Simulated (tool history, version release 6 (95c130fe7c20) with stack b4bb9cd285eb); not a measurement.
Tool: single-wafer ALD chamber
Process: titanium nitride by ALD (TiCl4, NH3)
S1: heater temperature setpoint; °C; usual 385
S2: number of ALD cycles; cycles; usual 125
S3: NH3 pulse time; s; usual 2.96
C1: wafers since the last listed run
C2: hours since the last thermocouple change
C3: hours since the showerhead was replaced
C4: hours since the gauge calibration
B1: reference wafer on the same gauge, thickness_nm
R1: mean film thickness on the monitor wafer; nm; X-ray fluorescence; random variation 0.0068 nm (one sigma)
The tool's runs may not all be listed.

Run 1, day 0.000: usual settings; C1 0; C2 2035.8; C3 4472.7; C4 85.9; B1 2.905. Result: R1 2.549 nm.
Run 2, day 1.029: usual settings; C1 51; C2 2060.5; C3 4497.4; C4 110.6; B1 2.902. Result: R1 2.561 nm.
Run 3, day 2.308: usual settings; C1 63; C2 2091.2; C3 4528.1; C4 141.3; B1 2.900. Result: R1 2.538 nm.
Run 4, day 3.650: usual settings; C1 66; C2 2123.4; C3 4560.3; C4 173.5; B1 2.892. Result: R1 2.540 nm.
Run 5, day 4.700: usual settings; C1 52; C2 2148.6; C3 4585.5; C4 198.7; B1 2.888. Result: R1 2.541 nm.
At day 5.629: gauge calibrated.
At day 6.025: showerhead replaced.
Run 6, day 6.083: usual settings; C1 52; C2 2181.8; C3 1.4; C4 10.9; B1 2.907. Result: R1 2.542 nm.
Run 7, day 6.971: usual settings; C1 44; C2 2203.1; C3 22.7; C4 32.2; B1 2.908. Result: R1 2.557 nm.
Run 8, day 7.596: usual settings; C1 31; C2 2218.1; C3 37.7; C4 47.2; B1 2.906. Result: R1 2.555 nm.
Run 9, day 8.838: usual settings; C1 61; C2 2247.9; C3 67.5; C4 77.0; B1 2.904. Result: R1 2.552 nm.

The next listed run, before its measurement:
Run 10, day 9.521: usual settings but S1 374 °C, S2 149 cycles, S3 1.95 s; C1 33; C2 2264.3; C3 83.9; C4 93.4; B1 ?. Result: R1 ?.

B1: 2.903
R1: 2.945 nm
Without the tool's hidden state the same run would have given R1 2.952 nm.
